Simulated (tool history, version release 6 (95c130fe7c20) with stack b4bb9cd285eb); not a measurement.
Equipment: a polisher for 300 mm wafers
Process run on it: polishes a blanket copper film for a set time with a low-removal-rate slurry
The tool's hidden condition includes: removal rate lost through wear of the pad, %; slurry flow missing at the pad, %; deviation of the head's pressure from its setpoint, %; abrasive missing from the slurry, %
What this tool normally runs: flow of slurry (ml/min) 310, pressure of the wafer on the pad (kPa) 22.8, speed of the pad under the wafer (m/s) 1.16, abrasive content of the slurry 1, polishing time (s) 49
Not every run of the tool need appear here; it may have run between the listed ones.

run,hour,flow of slurry (ml/min),pressure of the wafer on the pad (kPa),speed of the pad under the wafer (m/s),abrasive content of the slurry,polishing time (s),wafers since the last listed run,wafers polished on this pad,hours since the slurry nozzle was cleaned,hours since the head pressure was calibrated,hours since the slurry blender was calibrated,"incoming thickness of the incoming film, nm",film removed (nm)
1,0,360,22.8,1.16,1,49,0,2688,109.7,972.8,154.4,1267.9,216.4
# hour 5.6: worn pad replaced by a new one
2,20.1,360,22.8,1.16,1,49,201,182,129.8,992.9,174.5,1270.4,215.4
3,46.2,310,22.8,1.16,1,49,327,509,155.9,1019,200.6,1286.9,213.1
4,76.5,310,17.2,1.16,1,61,379,888,186.2,1049.3,230.9,1253.2,215.4
# hour 93.4: slurry blender recalibrated
5,98,310,17.2,1.16,1,61,244,1133,207.7,1070.8,4.6,1256.8,216
6,125.9,310,16.5,1.16,0.9,49,349,1482,235.6,1098.7,32.5,1273.3,164.7
7,145.3,310,22.8,1.16,1.2,49,243,1725,255,1118.1,51.9,1276.9,218
8,173.8,310,22.8,1.16,1.2,49,357,2083,283.5,1146.6,80.4,1274.4,216.1
9,195.3,310,22.8,1.16,0.8,49,269,2352,305,1168.1,101.9,1268.8,202.9
10,220.2,375,19.3,1.16,1,49,312,2664,329.9,1193,126.8,1281.9,192
# hour 226.9: worn pad replaced by a new one
11,254.4,310,30.3,1.16,1,49,378,344,364.1,1227.2,161,1253.6,260.1
12,267.7,275,22.8,0.94,0.75,56,166,511,377.4,1240.5,174.3,1298.2,180.9
13,291.5,310,29,1.16,1,65,298,809,401.2,1264.3,198.1,1273,337.3
14,309.3,400,22.8,1.48,1,55,223,1032,419,1282.1,215.9,1277.6,306.3
# hour 324.9: slurry blender recalibrated
15,333,375,19.3,1.16,1,49,271,1304,442.7,1305.8,8.1,1283.4,187.3
16,345.1,310,22.8,1.32,1.3,36,151,1456,454.8,1317.9,20.2,1273,183.9
17,372,310,22.8,1.16,1,49,337,1793,481.7,1344.8,47.1,1263.6,206.8
18,401.3,310,22.8,1.16,1,49,367,2160,511,1374.1,76.4,1292.4,203.2
19,437.3,205,22.8,1.16,1,49,451,2611,547,1410.1,112.4,1260.5,189.7
# hour 439.8: head pressure recalibrated
# hour 456.2: worn pad replaced by a new one
20,467.1,310,26.9,1.16,1.25,49,298,136,576.8,27.3,142.2,1277,243
# hour 489.1: slurry nozzle cleaned
21,501.1,310,22.8,1.16,0.9,49,413,550,12,61.3,176.2,1264.7,209.6
22,532.6,275,22.8,0.94,0.75,56,394,944,43.5,92.8,207.7,1268,187.2
23,549.3,410,15.2,1.16,0.75,56,209,1154,60.2,109.5,224.4,1270.2,180.6
24,564.7,310,22.8,1.16,1,49,192,1347,75.6,124.9,239.8,1279.8,215.6
# hour 567.3: slurry blender recalibrated
25,581.1,310,22.8,1.34,1,49,180,1527,92,141.3,13.8,1298.1,243.4
26,613.9,350,22.8,1.42,1.15,34,410,1938,124.8,174.1,46.6,1247.3,187.4
27,634.1,220,29,1.4,1.15,49,253,2191,145,194.3,66.8,1295.9,304
28,661.6,230,22.8,1.16,1,49,344,2536,172.5,221.8,94.3,1291.3,204.8
29,674.8,255,26.9,1.16,0.9,49,165,2701,185.7,235,107.5,1277.1,232
30,696.7,210,17.2,0.96,1.2,49,274,2975,207.6,256.9,129.4,1282.2,140.4
# hour 704.8: worn pad replaced by a new one
31,727.7,260,22.8,0.94,1.25,42,338,286,238.6,287.9,160.4,1255.9,147.9

How would selected steps in film removed (nm) from run to run divide? Give the signed amount a tool lacking its hidden state would still show from settings, what came in and random variation, and the signed amount left for the hidden state, including any gauge scatter that is not in both of the compared results.
Run 12 -> 13: flow of slurry (ml/min) 275 -> 310, pressure of the wafer on the pad (kPa) 22.8 -> 29, speed of the pad under the wafer (m/s) 0.94 -> 1.16, abrasive content of the slurry 0.75 -> 1, polishing time (s) 56 -> 65. film removed (nm) +156.4: hidden state -4.7, all else +161.1.
Run 14 -> 15: flow of slurry (ml/min) 400 -> 375, pressure of the wafer on the pad (kPa) 22.8 -> 19.3, speed of the pad under the wafer (m/s) 1.48 -> 1.16, polishing time (s) 55 -> 49, slurry blender recalibrated. film removed (nm) -119: hidden state +2.3, all else -121.3.
Run 18 -> 19: flow of slurry (ml/min) 310 -> 205. film removed (nm) -13.5: hidden state -5.7, all else -7.8.
Run 20 -> 21: pressure of the wafer on the pad (kPa) 26.9 -> 22.8, abrasive content of the slurry 1.25 -> 0.9, slurry nozzle cleaned. film removed (nm) -33.4: hidden state +12.9, all else -46.3.
Run 26 -> 27: flow of slurry (ml/min) 350 -> 220, pressure of the wafer on the pad (kPa) 22.8 -> 29, speed of the pad under the wafer (m/s) 1.42 -> 1.4, polishing time (s) 34 -> 49. film removed (nm) +116.6: hidden state -3, all else +119.6.
